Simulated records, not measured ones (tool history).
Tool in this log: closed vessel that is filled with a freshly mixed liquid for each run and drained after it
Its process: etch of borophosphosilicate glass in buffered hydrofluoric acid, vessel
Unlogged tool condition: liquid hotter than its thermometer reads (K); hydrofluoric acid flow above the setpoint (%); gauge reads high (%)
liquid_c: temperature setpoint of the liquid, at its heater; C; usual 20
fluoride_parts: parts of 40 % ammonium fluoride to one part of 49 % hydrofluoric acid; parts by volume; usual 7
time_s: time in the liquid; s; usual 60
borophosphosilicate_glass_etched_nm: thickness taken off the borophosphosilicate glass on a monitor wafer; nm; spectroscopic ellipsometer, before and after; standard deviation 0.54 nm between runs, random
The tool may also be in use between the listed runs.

run,hour,liquid_c,fluoride_parts,time_s,wafers since the last listed run,hours since the thermometer was replaced,hours since the hydrofluoric acid flow meter was replaced,hours since the gauge calibration,"read-back film thickness of the borophosphosilicate glass reference wafer, read on the same gauge (nm)",borophosphosilicate_glass_etched_nm
1,0,21.5,8,60,0,280.8,803.2,1008.2,119.98,162.07
2,148.4,21.5,8,60,13949,429.2,951.6,1156.6,120.03,162.52
3,206,20,5,60,5414,486.8,1009.2,1214.2,119.99,234.53
4,312.9,20,5,60,10048,593.7,1116.1,1321.1,120,234.2
5,404.9,20,5,60,8647,685.7,1208.1,1413.1,119.99,235.7
6,631.7,20,7,60,21318,912.5,1434.9,1639.9,120,175.34
# hour 641.7: gauge calibrated
7,693.5,20,7,60,5809,974.3,1496.7,51.8,120.05,175.74
# hour 700.2: hydrofluoric acid flow meter replaced
8,759.2,20,7,60,6081,1040,59,117.5,120.03,176.65
9,862.1,20,8.5,60,9672,1142.9,161.9,220.4,119.99,143.11
10,955.6,20,7,30,8788,1236.4,255.4,313.9,120.04,88.65
11,1022.8,20,7,30,6316,1303.6,322.6,381.1,119.99,88.37
12,1063.5,21,7,60,3825,1344.3,363.3,421.8,119.98,188.38
13,1168.4,20,9.5,60,9860,1449.2,468.2,526.7,119.98,130.61
14,1240.6,20,5.5,60,6786,1521.4,540.4,598.9,120,221.55
15,1278.1,20,7,60,3524,1558.9,577.9,636.4,120.02,178.61
# hour 1307.8: thermometer replaced
16,1353,23.5,8.5,60,6946,45.2,652.8,711.3,120,167.82
17,1399.9,23.5,7,90,4408,92.1,699.7,758.2,120.01,311.03
18,1501.4,17,9.5,80,9540,193.6,801.2,859.7,119.96,142.81
19,1575.3,17,10,35,6946,267.5,875.1,933.6,120.02,60.22
20,1659.3,23,5.5,60,7895,351.5,959.1,1017.6,120.02,250.6
21,1757.6,21.5,8,60,9239,449.8,1057.4,1115.9,120.03,163.15
22,1857.2,20,7,60,9362,549.4,1157,1215.5,120.01,173.51
23,1956.4,17,5,60,9324,648.6,1256.2,1314.7,120.01,198.99
24,2125.7,18.5,6,95,15913,817.9,1425.5,1484,119.98,293.81

List, for all runs, the conditions of the tool that the log does not record:
hydrofluoric acid flow above the setpoint (%): 0 on each run
gauge reads high (%): 0 on each run
H1: liquid hotter than its thermometer reads (K)
run,H1
1,0.161
2,0.231
3,0.258
4,0.309
5,0.353
6,0.46
7,0.489
8,0.52
9,0.569
10,0.613
11,0.645
12,0.664
13,0.714
14,0.748
15,0.765
16,0.0229
17,0.0451
18,0.0931
19,0.128
20,0.168
21,0.214
22,0.261
23,0.308
24,0.388
